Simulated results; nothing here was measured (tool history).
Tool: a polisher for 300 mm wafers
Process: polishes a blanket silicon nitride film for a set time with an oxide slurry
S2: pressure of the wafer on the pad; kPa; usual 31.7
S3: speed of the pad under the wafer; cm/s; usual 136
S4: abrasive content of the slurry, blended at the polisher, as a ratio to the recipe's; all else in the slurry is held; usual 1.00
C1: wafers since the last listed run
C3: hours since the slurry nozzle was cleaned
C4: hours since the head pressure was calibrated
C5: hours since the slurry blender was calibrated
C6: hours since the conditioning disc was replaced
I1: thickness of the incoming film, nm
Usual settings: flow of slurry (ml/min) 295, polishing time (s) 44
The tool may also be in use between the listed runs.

Run 1, hour 0.0: usual settings; C1 0; wafers polished on this pad 1146; C3 406.6; C4 424.6; C5 149.2; C6 148.7; I1 301.3. Result: film removed (nm) 51.4.
At hour 3.4: conditioning disc replaced and pad reconditioned.
At hour 13.5: slurry nozzle cleaned.
At hour 28.9: slurry blender recalibrated.
Run 2, hour 33.9: usual settings but S2 26.9 kPa; C1 369; wafers polished on this pad 1516; C3 20.4; C4 458.5; C5 5.0; C6 30.5; I1 305.8. Result: film removed (nm) 43.3.
Run 3, hour 53.0: usual settings but S2 26.9 kPa; C1 244; wafers polished on this pad 1760; C3 39.5; C4 477.6; C5 24.1; C6 49.6; I1 297.6. Result: film removed (nm) 43.8.
At hour 59.9: worn pad replaced by a new one.
Run 4, hour 82.8: usual settings but flow of slurry (ml/min) 370, S4 0.75; C1 329; wafers polished on this pad 292; C3 69.3; C4 507.4; C5 53.9; C6 79.4; I1 302.2. Result: film removed (nm) 46.1.
Run 5, hour 96.4: usual settings but flow of slurry (ml/min) 370, S4 0.75; C1 173; wafers polished on this pad 465; C3 82.9; C4 521.0; C5 67.5; C6 93.0; I1 302.0. Result: film removed (nm) 45.7.
Run 6, hour 131.4: usual settings; C1 447; wafers polished on this pad 913; C3 117.9; C4 556.0; C5 102.5; C6 128.0; I1 305.0. Result: film removed (nm) 52.3.
At hour 135.0: conditioning disc replaced and pad reconditioned.
Run 7, hour 145.0: usual settings; C1 148; wafers polished on this pad 1061; C3 131.5; C4 569.6; C5 116.1; C6 10.0; I1 295.0. Result: film removed (nm) 51.6.
Run 8, hour 173.1: usual settings; C1 359; wafers polished on this pad 1420; C3 159.6; C4 597.7; C5 144.2; C6 38.1; I1 302.4. Result: film removed (nm) 51.8.
At hour 186.7: slurry blender recalibrated.
Run 9, hour 192.2: usual settings but flow of slurry (ml/min) 190, S2 42.7 kPa, S3 104 cm/s, polishing time (s) 29; C1 218; wafers polished on this pad 1638; C3 178.7; C4 616.8; C5 5.5; C6 57.2; I1 301.7. Result: film removed (nm) 35.2.
At hour 205.4: worn pad replaced by a new one.
Run 10, hour 214.6: usual settings; C1 235; wafers polished on this pad 117; C3 201.1; C4 639.2; C5 27.9; C6 79.6; I1 295.0. Result: film removed (nm) 51.7.
Run 11, hour 240.4: usual settings but flow of slurry (ml/min) 210, S2 34.5 kPa, S3 118 cm/s, S4 1.15; C1 329; wafers polished on this pad 446; C3 226.9; C4 665.0; C5 53.7; C6 105.4; I1 298.9. Result: film removed (nm) 50.9.
At hour 261.7: conditioning disc replaced and pad reconditioned.
Run 12, hour 269.4: usual settings but flow of slurry (ml/min) 340, S4 0.70; C1 344; wafers polished on this pad 791; C3 255.9; C4 694.0; C5 82.7; C6 7.7; I1 301.5. Result: film removed (nm) 43.7.
Run 13, hour 289.6: usual settings; C1 258; wafers polished on this pad 1049; C3 276.1; C4 714.2; C5 102.9; C6 27.9; I1 301.8. Result: film removed (nm) 51.9.
Run 14, hour 317.1: usual settings; C1 351; wafers polished on this pad 1401; C3 303.6; C4 741.7; C5 130.4; C6 55.4; I1 298.0. Result: film removed (nm) 51.6.
Run 15, hour 350.1: usual settings but flow of slurry (ml/min) 330, S2 42.1 kPa; C1 421; wafers polished on this pad 1822; C3 336.6; C4 774.7; C5 163.4; C6 88.4; I1 296.2. Result: film removed (nm) 69.3.
At hour 358.6: slurry blender recalibrated.
At hour 359.1: worn pad replaced by a new one.
Run 16, hour 371.9: usual settings but S2 38.6 kPa; C1 246; wafers polished on this pad 164; C3 358.4; C4 796.5; C5 13.3; C6 110.2; I1 302.4. Result: film removed (nm) 63.5.
Run 17, hour 390.1: usual settings but S4 1.20; C1 232; wafers polished on this pad 396; C3 376.6; C4 814.7; C5 31.5; C6 128.4; I1 303.5. Result: film removed (nm) 55.7.
At hour 393.2: conditioning disc replaced and pad reconditioned.
At hour 414.6: slurry nozzle cleaned.
Run 18, hour 423.0: usual settings but flow of slurry (ml/min) 365, S2 37.9 kPa, S4 1.20, polishing time (s) 39; C1 382; wafers polished on this pad 778; C3 8.4; C4 847.6; C5 64.4; C6 29.8; I1 302.9. Result: film removed (nm) 60.4.
At hour 434.9: head pressure recalibrated.
Run 19, hour 451.1: usual settings but polishing time (s) 50; C1 333; wafers polished on this pad 1112; C3 36.5; C4 16.2; C5 92.5; C6 57.9; I1 298.7. Result: film removed (nm) 59.1.
Run 20, hour 482.5: usual settings; C1 401; wafers polished on this pad 1513; C3 67.9; C4 47.6; C5 123.9; C6 89.3; I1 302.9. Result: film removed (nm) 51.5.
At hour 491.7: worn pad replaced by a new one.
Run 21, hour 514.7: usual settings but S3 168 cm/s; C1 360; wafers polished on this pad 293; C3 100.1; C4 79.8; C5 156.1; C6 121.5; I1 299.5. Result: film removed (nm) 61.0.
At hour 532.4: slurry blender recalibrated.
Run 22, hour 550.6: usual settings but flow of slurry (ml/min) 325, polishing time (s) 36; C1 433; wafers polished on this pad 726; C3 136.0; C4 115.7; C5 18.2; C6 157.4; I1 295.9. Result: film removed (nm) 42.8.
At hour 561.0: conditioning disc replaced and pad reconditioned.
Run 23, hour 564.8: usual settings but flow of slurry (ml/min) 370; C1 155; wafers polished on this pad 882; C3 150.2; C4 129.9; C5 32.4; C6 3.8; I1 300.7. Result: film removed (nm) 53.3.
Run 24, hour 590.8: usual settings but S2 20.7 kPa, S3 120 cm/s; C1 332; wafers polished on this pad 1215; C3 176.2; C4 155.9; C5 58.4; C6 29.8; I1 301.9. Result: film removed (nm) 30.5.

5 ways to go on from here, each from the tool as it stands after run 24. What would each give?
Run A, hour 591.2: usual settings but polishing time (s) 53; C1 5; wafers polished on this pad 1220; C3 176.6; C4 156.3; C5 58.8; C6 30.2; I1 297.7. Result: film removed (nm) ?.
Run B, hour 591.2: usual settings but flow of slurry (ml/min) 335; C1 5; wafers polished on this pad 1220; C3 176.6; C4 156.3; C5 58.8; C6 30.2; I1 297.7. Result: film removed (nm) ?.
Run C, hour 591.2: usual settings but S4 1.15, polishing time (s) 55; C1 5; wafers polished on this pad 1220; C3 176.6; C4 156.3; C5 58.8; C6 30.2; I1 297.7. Result: film removed (nm) ?.
Run D, hour 591.2: usual settings but S3 96 cm/s, polishing time (s) 49; C1 5; wafers polished on this pad 1220; C3 176.6; C4 156.3; C5 58.8; C6 30.2; I1 297.7. Result: film removed (nm) ?.
Run E, hour 591.2: usual settings but S3 104 cm/s; C1 5; wafers polished on this pad 1220; C3 176.6; C4 156.3; C5 58.8; C6 30.2; I1 297.7. Result: film removed (nm) ?.

run  film removed (nm)
  A               62.6
  B               52.6
  C               69.1
  D               43.8
  E               41.9
Without the tool's hidden state the same runs would have given:
run  film removed (nm)
  A               62.6
  B               52.6
  C               69.1
  D               43.8
  E               41.9

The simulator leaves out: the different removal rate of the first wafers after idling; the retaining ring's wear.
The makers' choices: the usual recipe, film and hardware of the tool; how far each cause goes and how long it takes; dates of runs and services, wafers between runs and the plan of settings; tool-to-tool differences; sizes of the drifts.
